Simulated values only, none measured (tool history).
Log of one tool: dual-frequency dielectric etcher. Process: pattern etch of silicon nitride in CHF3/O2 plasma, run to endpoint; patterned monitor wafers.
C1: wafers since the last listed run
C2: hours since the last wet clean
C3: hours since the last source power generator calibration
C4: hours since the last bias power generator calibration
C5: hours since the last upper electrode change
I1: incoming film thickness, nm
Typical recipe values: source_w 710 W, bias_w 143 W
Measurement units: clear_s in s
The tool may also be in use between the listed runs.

run 1 hour=0 | source_w=710 bias_w=143 | C1=0 C2=47.8 C3=2284.1 C4=3029.7 C5=3065.6 | I1=60.6 | clear_s=40.2
run 2 hour=26.1 | source_w=710 bias_w=143 | C1=435 C2=73.9 C3=2310.2 C4=3055.8 C5=3091.7 | I1=60.6 | clear_s=40.6
run 3 hour=84.4 | source_w=710 bias_w=143 | C1=972 C2=132.2 C3=2368.5 C4=3114.1 C5=3150 | I1=60.2 | clear_s=40.8
run 4 hour=113.1 | source_w=710 bias_w=143 | C1=478 C2=160.9 C3=2397.2 C4=3142.8 C5=3178.7 | I1=60.8 | clear_s=42
run 5 hour=151.8 | source_w=610 bias_w=143 | C1=645 C2=199.6 C3=2435.9 C4=3181.5 C5=3217.4 | I1=60.3 | clear_s=42.8
run 6 hour=176.8 | source_w=610 bias_w=143 | C1=417 C2=224.6 C3=2460.9 C4=3206.5 C5=3242.4 | I1=60.9 | clear_s=43.6
run 7 hour=198.8 | source_w=650 bias_w=143 | C1=367 C2=246.6 C3=2482.9 C4=3228.5 C5=3264.4 | I1=60.9 | clear_s=43
run 8 hour=221.1 | source_w=650 bias_w=143 | C1=372 C2=268.9 C3=2505.2 C4=3250.8 C5=3286.7 | I1=60.8 | clear_s=43.5
run 9 hour=312.3 | source_w=650 bias_w=143 | C1=1521 C2=360.1 C3=2596.4 C4=3342 C5=3377.9 | I1=61.2 | clear_s=43.3
run 10 hour=343.8 | source_w=570 bias_w=143 | C1=525 C2=391.6 C3=2627.9 C4=3373.5 C5=3409.4 | I1=61 | clear_s=45.3
run 11 hour=360.9 | source_w=570 bias_w=143 | C1=285 C2=408.7 C3=2645 C4=3390.6 C5=3426.5 | I1=60.4 | clear_s=45
run 12 hour=386.9 | source_w=570 bias_w=143 | C1=433 C2=434.7 C3=2671 C4=3416.6 C5=3452.5 | I1=61.2 | clear_s=45.9
run 13 hour=400.2 | source_w=710 bias_w=143 | C1=221 C2=448 C3=2684.3 C4=3429.9 C5=3465.8 | I1=60.6 | clear_s=42.3
-- hour=425.7 wet clean of the chamber
run 14 hour=426.2 | source_w=710 bias_w=143 | C1=33 C2=0.5 C3=2710.3 C4=3455.9 C5=3491.8 | I1=60.3 | clear_s=40.3
run 15 hour=432.8 | source_w=710 bias_w=143 | C1=110 C2=7.1 C3=2716.9 C4=3462.5 C5=3498.4 | I1=61.2 | clear_s=40.2
run 16 hour=463.2 | source_w=710 bias_w=143 | C1=507 C2=37.5 C3=2747.3 C4=3492.9 C5=3528.8 | I1=60.2 | clear_s=40.3
run 17 hour=492.3 | source_w=560 bias_w=169 | C1=485 C2=66.6 C3=2776.4 C4=3522 C5=3557.9 | I1=60.5 | clear_s=40.6
run 18 hour=524.6 | source_w=810 bias_w=173 | C1=538 C2=98.9 C3=2808.7 C4=3554.3 C5=3590.2 | I1=60.6 | clear_s=36.7
run 19 hour=548.9 | source_w=810 bias_w=143 | C1=405 C2=123.2 C3=2833 C4=3578.6 C5=3614.5 | I1=60.6 | clear_s=38.7

Run 20 comes next. What will it give?
run 20 hour=567.4 | source_w=600 bias_w=115 | C1=308 C2=141.7 C3=2851.5 C4=3597.1 C5=3633 | I1=60.4 | clear_s=?

{"run 20": {"clear_s": 46.7}}
Take away the tool's hidden state, keep the run-to-run variation as it was, and the same run would have given clear_s 45.9 s.
